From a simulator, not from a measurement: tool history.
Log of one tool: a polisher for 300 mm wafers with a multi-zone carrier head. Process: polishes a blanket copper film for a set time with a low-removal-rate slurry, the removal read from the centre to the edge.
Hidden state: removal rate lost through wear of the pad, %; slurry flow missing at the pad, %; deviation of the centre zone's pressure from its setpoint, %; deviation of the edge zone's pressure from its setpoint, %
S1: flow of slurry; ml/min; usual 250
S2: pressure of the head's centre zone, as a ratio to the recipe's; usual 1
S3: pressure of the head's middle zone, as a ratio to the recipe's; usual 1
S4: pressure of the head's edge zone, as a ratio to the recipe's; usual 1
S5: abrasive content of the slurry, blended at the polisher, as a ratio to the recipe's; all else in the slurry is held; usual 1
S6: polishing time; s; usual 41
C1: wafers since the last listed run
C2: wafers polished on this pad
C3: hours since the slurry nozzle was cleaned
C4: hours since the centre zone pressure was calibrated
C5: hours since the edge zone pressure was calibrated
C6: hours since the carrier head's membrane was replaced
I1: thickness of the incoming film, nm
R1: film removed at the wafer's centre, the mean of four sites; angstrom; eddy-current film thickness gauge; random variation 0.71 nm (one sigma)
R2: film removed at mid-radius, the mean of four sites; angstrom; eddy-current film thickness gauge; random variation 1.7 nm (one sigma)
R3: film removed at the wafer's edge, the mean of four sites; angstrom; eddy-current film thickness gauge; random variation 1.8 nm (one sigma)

run	hour	S1	S2	S3	S4	S5	S6	C1	C2	C3	C4	C5	C6	I1	R1	R2	R3
1	0	250	1	1.03	1	1	41	0	62	311.9	986.4	1413.7	1842.5	897.8	1179	1321	1268
2	9.3	250	1	1.03	1	1	41	69	131	321.2	995.7	1423	1851.8	899.2	1182	1260	1236
3	24.8	250	1.1	0.97	1	1	41	115	246	336.7	1011.2	1438.5	1867.3	893.4	1286	1195	1288
4	34.6	250	1.1	0.97	1	1	41	72	319	346.5	1021	1448.3	1877.1	901.7	1293	1204	1252
5	52	250	1	1	1	1	41	129	448	363.9	1038.4	1465.7	1894.5	892.6	1153	1231	1247
6	63.5	285	1	1	1	1	41	85	534	375.4	1049.9	1477.2	1906	897.4	1156	1254	1220
# hour 85: carrier head's membrane replaced by a new one
# hour 96.4: edge zone pressure recalibrated
7	102.5	285	1	1	1	1	41	237	771	414.4	1088.9	6.1	17.5	896.4	1141	1216	1208
# hour 110: centre zone pressure recalibrated
8	142.2	285	1	1	1	1	41	280	1052	454.1	32.2	45.8	57.2	895.3	1194	1215	1219
9	160.1	250	1	1	1	1	41	132	1185	472	50.1	63.7	75.1	898.3	1177	1170	1160
# hour 167.5: slurry nozzle cleaned
10	173.8	290	1	1	1.1	1	41	94	1279	6.3	63.8	77.4	88.8	895.4	1186	1227	1250
11	190.1	250	1	1	1	0.7	41	121	1400	22.6	80.1	93.7	105.1	897.1	1087	1106	1089
# hour 196.8: worn pad replaced by a new one
12	202.3	330	0.88	1	0.95	1	45	60	40	34.8	92.3	105.9	117.3	887.2	1232	1379	1336
13	217	250	1	1	1	1	41	109	150	49.5	107	120.6	132	896.7	1213	1219	1216
14	228.2	250	1.1	1	0.95	0.9	41	83	233	60.7	118.2	131.8	143.2	905.3	1307	1194	1206
15	237.1	250	1	1	1.07	0.8	41	66	299	69.6	127.1	140.7	152.1	896.9	1170	1183	1225
16	245.7	195	0.89	1	0.92	1.3	41	63	363	78.2	135.7	149.3	160.7	900.6	1091	1241	1204
17	260.3	250	1	1	1	1	35	108	471	92.8	150.3	163.9	175.3	912.2	1026	1021	1045

3 ways to go on from here, each from the tool as it stands after run 17. What would each give?
A	260.7	250	1	1	1	1	41	2	474	93.2	150.7	164.3	175.7	914.4	?	?	?
B	260.7	250	1	0.9	1	1	41	2	474	93.2	150.7	164.3	175.7	914.4	?	?	?
C	260.7	315	1	1	0.94	1	41	2	474	93.2	150.7	164.3	175.7	914.4	?	?	?

run	R1	R2	R3
A	1197	1195	1203
B	1196	1094	1204
C	1221	1216	1183
Without the tool's hidden state the same runs would have given:
run	R1	R2	R3
A	1262	1244	1252
B	1261	1139	1254
C	1287	1266	1232

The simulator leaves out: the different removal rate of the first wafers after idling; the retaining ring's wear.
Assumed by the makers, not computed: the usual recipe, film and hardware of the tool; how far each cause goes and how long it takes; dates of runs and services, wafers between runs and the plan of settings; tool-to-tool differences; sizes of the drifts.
